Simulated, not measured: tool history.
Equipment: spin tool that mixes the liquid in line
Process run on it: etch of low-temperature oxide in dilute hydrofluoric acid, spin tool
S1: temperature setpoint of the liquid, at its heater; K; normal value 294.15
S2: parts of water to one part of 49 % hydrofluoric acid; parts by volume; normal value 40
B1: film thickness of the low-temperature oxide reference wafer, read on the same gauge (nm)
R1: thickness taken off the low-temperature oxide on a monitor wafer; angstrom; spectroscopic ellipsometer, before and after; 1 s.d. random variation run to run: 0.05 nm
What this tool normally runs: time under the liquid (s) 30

{"run": 1, "hour": 0.0, "S1": 293.15, "S2": 35, "time under the liquid (s)": 30, "B1": 39.94, "R1": 182.3}
{"run": 2, "hour": 33.1, "S1": 293.15, "S2": 35, "time under the liquid (s)": 30, "B1": 40, "R1": 182.5}
{"run": 3, "hour": 104.6, "S1": 294.15, "S2": 50, "time under the liquid (s)": 30, "B1": 40.04, "R1": 130.5}
{"hour": 111.3, "done": "gauge calibrated"}
{"run": 4, "hour": 159.6, "S1": 294.15, "S2": 50, "time under the liquid (s)": 30, "B1": 40.02, "R1": 131}
{"run": 5, "hour": 227.8, "S1": 294.15, "S2": 50, "time under the liquid (s)": 30, "B1": 40, "R1": 131.1}
{"run": 6, "hour": 266.4, "S1": 294.15, "S2": 40, "time under the liquid (s)": 30, "B1": 40.03, "R1": 165.3}
{"run": 7, "hour": 301.3, "S1": 294.15, "S2": 40, "time under the liquid (s)": 30, "B1": 40, "R1": 166.1}
{"run": 8, "hour": 329.2, "S1": 294.15, "S2": 30, "time under the liquid (s)": 20, "B1": 40, "R1": 150.2}
{"run": 9, "hour": 366.9, "S1": 294.15, "S2": 40, "time under the liquid (s)": 30, "B1": 39.98, "R1": 165.4}
{"run": 10, "hour": 401.0, "S1": 294.15, "S2": 40, "time under the liquid (s)": 30, "B1": 40, "R1": 167}
{"run": 11, "hour": 459.7, "S1": 294.15, "S2": 40, "time under the liquid (s)": 40, "B1": 40, "R1": 222}
{"run": 12, "hour": 515.7, "S1": 294.15, "S2": 50, "time under the liquid (s)": 50, "B1": 40, "R1": 218.7}
{"hour": 540.1, "done": "hydrofluoric acid flow meter replaced"}
{"hour": 566.6, "done": "thermometer replaced"}
{"run": 13, "hour": 576.9, "S1": 290.15, "S2": 40, "time under the liquid (s)": 30, "B1": 40.03, "R1": 135.8}
{"run": 14, "hour": 622.6, "S1": 294.15, "S2": 25, "time under the liquid (s)": 30, "B1": 39.96, "R1": 261.8}
{"run": 15, "hour": 664.7, "S1": 294.15, "S2": 55, "time under the liquid (s)": 30, "B1": 40.01, "R1": 114.7}
{"run": 16, "hour": 716.4, "S1": 294.15, "S2": 40, "time under the liquid (s)": 30, "B1": 39.96, "R1": 161.4}
{"run": 17, "hour": 764.5, "S1": 294.15, "S2": 40, "time under the liquid (s)": 30, "B1": 39.96, "R1": 162.3}
{"run": 18, "hour": 822.0, "S1": 294.15, "S2": 50, "time under the liquid (s)": 40, "B1": 40.01, "R1": 171}
{"run": 19, "hour": 867.9, "S1": 295.65, "S2": 40, "time under the liquid (s)": 45, "B1": 39.99, "R1": 258.9}
{"run": 20, "hour": 903.1, "S1": 292.15, "S2": 40, "time under the liquid (s)": 30, "B1": 39.98, "R1": 148.7}
{"run": 21, "hour": 952.5, "S1": 291.15, "S2": 40, "time under the liquid (s)": 30, "B1": 40, "R1": 143.2}
{"run": 22, "hour": 991.5, "S1": 293.15, "S2": 35, "time under the liquid (s)": 30, "B1": 40.03, "R1": 178.3}
{"run": 23, "hour": 1059.1, "S1": 297.15, "S2": 55, "time under the liquid (s)": 30, "B1": 40.01, "R1": 131.5}
{"run": 24, "hour": 1085.3, "S1": 294.15, "S2": 30, "time under the liquid (s)": 40, "B1": 40, "R1": 292.8}
{"run": 25, "hour": 1117.7, "S1": 294.15, "S2": 40, "time under the liquid (s)": 30, "B1": 39.98, "R1": 163.3}

Run 26 has not been measured yet. What should we expect?
{"run": 26, "hour": 1145.5, "S1": 296.15, "S2": 25, "time under the liquid (s)": 20, "B1": "?", "R1": "?"}

{"run 26": {"B1": 40.06, "R1": 193.4}}
Minus the tool's unlogged condition, the same run would have read R1 191.4 angstrom.

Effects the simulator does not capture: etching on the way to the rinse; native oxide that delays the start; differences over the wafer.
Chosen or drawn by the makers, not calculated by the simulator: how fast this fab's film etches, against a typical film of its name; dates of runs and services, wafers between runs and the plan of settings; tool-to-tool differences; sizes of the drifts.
